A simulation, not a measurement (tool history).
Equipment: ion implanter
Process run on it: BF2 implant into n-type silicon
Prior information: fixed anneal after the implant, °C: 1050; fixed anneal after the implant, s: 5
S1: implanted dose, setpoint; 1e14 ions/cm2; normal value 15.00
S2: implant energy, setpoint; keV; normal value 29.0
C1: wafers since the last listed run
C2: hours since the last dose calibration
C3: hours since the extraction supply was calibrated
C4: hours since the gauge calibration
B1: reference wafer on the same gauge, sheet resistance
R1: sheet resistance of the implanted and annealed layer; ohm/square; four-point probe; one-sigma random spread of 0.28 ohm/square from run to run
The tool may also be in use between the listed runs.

run 1 day=0.000 | S1=15.00 S2=29.0 | C1=0 C2=338.2 C3=3658.4 C4=1031.3 | B1=110.01 | R1=118.15
run 2 day=6.262 | S1=15.00 S2=29.0 | C1=3541 C2=488.5 C3=3808.7 C4=1181.6 | B1=109.99 | R1=117.66
run 3 day=9.758 | S1=15.00 S2=29.0 | C1=1976 C2=572.4 C3=3892.6 C4=1265.5 | B1=110.06 | R1=118.15
run 4 day=12.392 | S1=15.00 S2=29.0 | C1=1489 C2=635.6 C3=3955.8 C4=1328.7 | B1=109.98 | R1=117.58
run 5 day=14.529 | S1=15.00 S2=23.0 | C1=1208 C2=686.9 C3=4007.1 C4=1380.0 | B1=110.01 | R1=132.59
run 6 day=24.550 | S1=15.00 S2=23.0 | C1=5666 C2=927.4 C3=4247.6 C4=1620.5 | B1=110.03 | R1=132.64
run 7 day=27.404 | S1=15.00 S2=23.0 | C1=1614 C2=995.9 C3=4316.1 C4=1689.0 | B1=109.94 | R1=132.90
run 8 day=29.675 | S1=16.43 S2=29.0 | C1=1284 C2=1050.4 C3=4370.6 C4=1743.5 | B1=110.03 | R1=115.74
run 9 day=33.338 | S1=16.43 S2=29.0 | C1=2071 C2=1138.3 C3=4458.5 C4=1831.4 | B1=109.99 | R1=115.97
-- day=33.538 gauge calibrated
run 10 day=36.617 | S1=15.00 S2=29.0 | C1=1854 C2=1217.0 C3=4537.2 C4=73.9 | B1=109.97 | R1=118.71
run 11 day=38.292 | S1=15.00 S2=29.0 | C1=947 C2=1257.2 C3=4577.4 C4=114.1 | B1=110.04 | R1=118.55
run 12 day=40.175 | S1=15.00 S2=29.0 | C1=1065 C2=1302.4 C3=4622.6 C4=159.3 | B1=109.99 | R1=117.61
run 13 day=42.229 | S1=15.00 S2=29.0 | C1=1161 C2=1351.7 C3=4671.9 C4=208.6 | B1=109.98 | R1=118.07
run 14 day=45.838 | S1=15.00 S2=29.0 | C1=2040 C2=1438.3 C3=4758.5 C4=295.2 | B1=109.99 | R1=118.67
run 15 day=48.962 | S1=15.00 S2=29.0 | C1=1767 C2=1513.3 C3=4833.5 C4=370.2 | B1=110.00 | R1=118.29
run 16 day=51.308 | S1=18.44 S2=25.0 | C1=1326 C2=1569.6 C3=4889.8 C4=426.5 | B1=109.96 | R1=123.67
-- day=55.112 Faraday cup replaced and dose calibrated
run 17 day=55.133 | S1=11.15 S2=23.0 | C1=1974 C2=0.5 C3=4981.6 C4=518.3 | B1=109.94 | R1=144.18
run 18 day=57.229 | S1=12.26 S2=33.0 | C1=1185 C2=50.8 C3=5031.9 C4=568.6 | B1=109.95 | R1=118.63
run 19 day=59.875 | S1=15.00 S2=29.0 | C1=1496 C2=114.3 C3=5095.4 C4=632.1 | B1=109.98 | R1=118.52
run 20 day=61.917 | S1=15.00 S2=29.0 | C1=1154 C2=163.3 C3=5144.4 C4=681.1 | B1=109.98 | R1=118.13
run 21 day=63.521 | S1=18.07 S2=29.0 | C1=907 C2=201.8 C3=5182.9 C4=719.6 | B1=109.97 | R1=114.58
run 22 day=65.104 | S1=15.00 S2=29.0 | C1=895 C2=239.8 C3=5220.9 C4=757.6 | B1=109.92 | R1=117.87
run 23 day=67.154 | S1=12.93 S2=36.0 | C1=1159 C2=289.0 C3=5270.1 C4=806.8 | B1=109.99 | R1=111.99
run 24 day=70.788 | S1=15.00 S2=29.0 | C1=2054 C2=376.2 C3=5357.3 C4=894.0 | B1=110.04 | R1=117.71
run 25 day=74.092 | S1=18.41 S2=34.5 | C1=1868 C2=455.5 C3=5436.6 C4=973.3 | B1=110.02 | R1=104.81
run 26 day=76.079 | S1=17.69 S2=19.0 | C1=1123 C2=503.2 C3=5484.3 C4=1021.0 | B1=109.97 | R1=142.13
-- day=76.788 extraction supply calibrated
run 27 day=80.275 | S1=15.00 S2=36.0 | C1=2184 C2=603.9 C3=83.7 C4=1121.7 | B1=110.05 | R1=107.05
run 28 day=83.083 | S1=10.74 S2=23.5 | C1=1588 C2=671.3 C3=151.1 C4=1189.1 | B1=109.96 | R1=144.73
run 29 day=86.475 | S1=12.44 S2=38.5 | C1=1917 C2=752.7 C3=232.5 C4=1270.5 | B1=110.01 | R1=110.65
run 30 day=89.542 | S1=15.00 S2=29.0 | C1=1734 C2=826.3 C3=306.1 C4=1344.1 | B1=110.04 | R1=118.01
run 31 day=93.871 | S1=16.75 S2=36.5 | C1=2448 C2=930.2 C3=410.0 C4=1448.0 | B1=109.91 | R1=103.43
run 32 day=96.350 | S1=15.00 S2=29.0 | C1=1401 C2=989.7 C3=469.5 C4=1507.5 | B1=110.00 | R1=118.63
-- day=97.729 gauge calibrated
run 33 day=99.971 | S1=11.12 S2=23.0 | C1=2047 C2=1076.6 C3=556.4 C4=53.8 | B1=110.01 | R1=144.24
run 34 day=103.212 | S1=11.64 S2=19.0 | C1=1833 C2=1154.4 C3=634.2 C4=131.6 | B1=109.93 | R1=155.08
run 35 day=106.229 | S1=11.58 S2=25.5 | C1=1705 C2=1226.8 C3=706.6 C4=204.0 | B1=109.96 | R1=135.21
run 36 day=107.858 | S1=18.53 S2=23.0 | C1=921 C2=1265.9 C3=745.7 C4=243.1 | B1=110.03 | R1=128.69

Here are 5 independent what-if runs from the current tool condition. What would each one return?
run A day=107.875 | S1=15.00 S2=29.0 | C1=9 C2=1266.3 C3=746.1 C4=243.5 | B1=? | R1=?
run B day=107.875 | S1=11.73 S2=36.0 | C1=9 C2=1266.3 C3=746.1 C4=243.5 | B1=? | R1=?
run C day=107.875 | S1=11.04 S2=24.5 | C1=9 C2=1266.3 C3=746.1 C4=243.5 | B1=? | R1=?
run D day=107.875 | S1=16.15 S2=35.5 | C1=9 C2=1266.3 C3=746.1 C4=243.5 | B1=? | R1=?
run E day=107.875 | S1=12.54 S2=26.5 | C1=9 C2=1266.3 C3=746.1 C4=243.5 | B1=? | R1=?

run=A B1=109.99 R1=118.10
run=B B1=109.99 R1=116.50
run=C B1=109.99 R1=140.47
run=D B1=109.99 R1=105.30
run=E B1=109.99 R1=129.48
Without the tool's hidden state the same runs would have given:
run=A R1=118.10
run=B R1=116.50
run=C R1=140.47
run=D R1=105.30
run=E R1=129.48
